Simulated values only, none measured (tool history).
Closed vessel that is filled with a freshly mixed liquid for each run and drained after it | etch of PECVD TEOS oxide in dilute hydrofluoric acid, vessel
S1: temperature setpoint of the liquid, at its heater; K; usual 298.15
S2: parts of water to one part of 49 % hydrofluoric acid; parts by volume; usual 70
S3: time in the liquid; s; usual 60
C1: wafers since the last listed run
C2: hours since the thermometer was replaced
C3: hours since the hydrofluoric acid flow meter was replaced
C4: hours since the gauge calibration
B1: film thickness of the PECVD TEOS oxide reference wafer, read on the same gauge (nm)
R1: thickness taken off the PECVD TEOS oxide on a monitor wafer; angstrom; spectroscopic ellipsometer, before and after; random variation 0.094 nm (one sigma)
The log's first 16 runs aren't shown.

Run 17, hour 215.6: usual settings but S1 300.65 K, S2 100 parts by volume, S3 45 s; C1 630; C2 3067.3; C3 1182.3; C4 332.5; B1 49.99. Result: R1 70.2 angstrom.
Run 18, hour 233.2: usual settings but S3 90 s; C1 1181; C2 3084.9; C3 1199.9; C4 350.1; B1 50.05. Result: R1 190.4 angstrom.
Run 19, hour 242.5: usual settings; C1 624; C2 3094.2; C3 1209.2; C4 359.4; B1 50.01. Result: R1 126.2 angstrom.
Run 20, hour 251.5: usual settings but S1 299.65 K, S3 85 s; C1 604; C2 3103.2; C3 1218.2; C4 368.4; B1 50.02. Result: R1 189.1 angstrom.
At hour 253.4: thermometer replaced.
Run 21, hour 260.3: usual settings but S1 303.15 K, S2 80 parts by volume, S3 45 s; C1 523; C2 6.9; C3 1227.0; C4 377.2; B1 49.98. Result: R1 99.6 angstrom.
Run 22, hour 268.7: usual settings but S1 295.15 K, S2 50 parts by volume; C1 563; C2 15.3; C3 1235.4; C4 385.6; B1 50.02. Result: R1 160.0 angstrom.
At hour 269.0: gauge calibrated.
At hour 283.2: hydrofluoric acid flow meter replaced.
Run 23, hour 312.4: usual settings but S1 302.65 K, S2 85 parts by volume, S3 35 s; C1 2865; C2 59.0; C3 29.2; C4 43.4; B1 50.03. Result: R1 64.3 angstrom.
Run 24, hour 327.9: usual settings; C1 1040; C2 74.5; C3 44.7; C4 58.9; B1 50.01. Result: R1 114.5 angstrom.
Run 25, hour 345.0: usual settings but S2 50 parts by volume; C1 1147; C2 91.6; C3 61.8; C4 76.0; B1 50.00. Result: R1 166.0 angstrom.
At hour 358.2: hydrofluoric acid flow meter replaced, repeated, since the last time left the tool worse.
Run 26, hour 358.7: usual settings; C1 852; C2 105.3; C3 0.5; C4 89.7; B1 50.00. Result: R1 138.9 angstrom.
Run 27, hour 368.3: usual settings but S1 302.65 K, S2 85 parts by volume, S3 80 s; C1 644; C2 114.9; C3 10.1; C4 99.3; B1 49.97. Result: R1 175.2 angstrom.
Run 28, hour 385.9: usual settings but S1 293.65 K, S2 45 parts by volume, S3 35 s; C1 1181; C2 132.5; C3 27.7; C4 116.9; B1 50.03. Result: R1 106.5 angstrom.
Run 29, hour 403.1: usual settings; C1 1154; C2 149.7; C3 44.9; C4 134.1; B1 50.00. Result: R1 135.7 angstrom.
Run 30, hour 419.8: usual settings; C1 1120; C2 166.4; C3 61.6; C4 150.8; B1 49.98. Result: R1 134.7 angstrom.
Run 31, hour 426.9: usual settings but S1 294.65 K, S3 30 s; C1 476; C2 173.5; C3 68.7; C4 157.9; B1 50.03. Result: R1 59.3 angstrom.
Run 32, hour 435.8: usual settings; C1 597; C2 182.4; C3 77.6; C4 166.8; B1 50.01. Result: R1 136.7 angstrom.

4 ways to go on from here, each from the tool as it stands after run 32. What would each give?
Run A, hour 436.5: usual settings; C1 46; C2 183.1; C3 78.3; C4 167.5; B1 ?. Result: R1 ?.
Run B, hour 436.5: usual settings but S1 302.65 K, S3 30 s; C1 46; C2 183.1; C3 78.3; C4 167.5; B1 ?. Result: R1 ?.
Run C, hour 436.5: usual settings but S1 294.15 K, S3 40 s; C1 46; C2 183.1; C3 78.3; C4 167.5; B1 ?. Result: R1 ?.
Run D, hour 436.5: usual settings but S1 295.65 K, S3 80 s; C1 46; C2 183.1; C3 78.3; C4 167.5; B1 ?. Result: R1 ?.

run     B1     R1
  A  49.97  135.3
  B  49.97   80.8
  C  49.97   76.6
  D  49.97  163.0
Without the tool's hidden state the same runs would have given:
run     R1
  A  137.3
  B   82.0
  C   77.7
  D  165.4

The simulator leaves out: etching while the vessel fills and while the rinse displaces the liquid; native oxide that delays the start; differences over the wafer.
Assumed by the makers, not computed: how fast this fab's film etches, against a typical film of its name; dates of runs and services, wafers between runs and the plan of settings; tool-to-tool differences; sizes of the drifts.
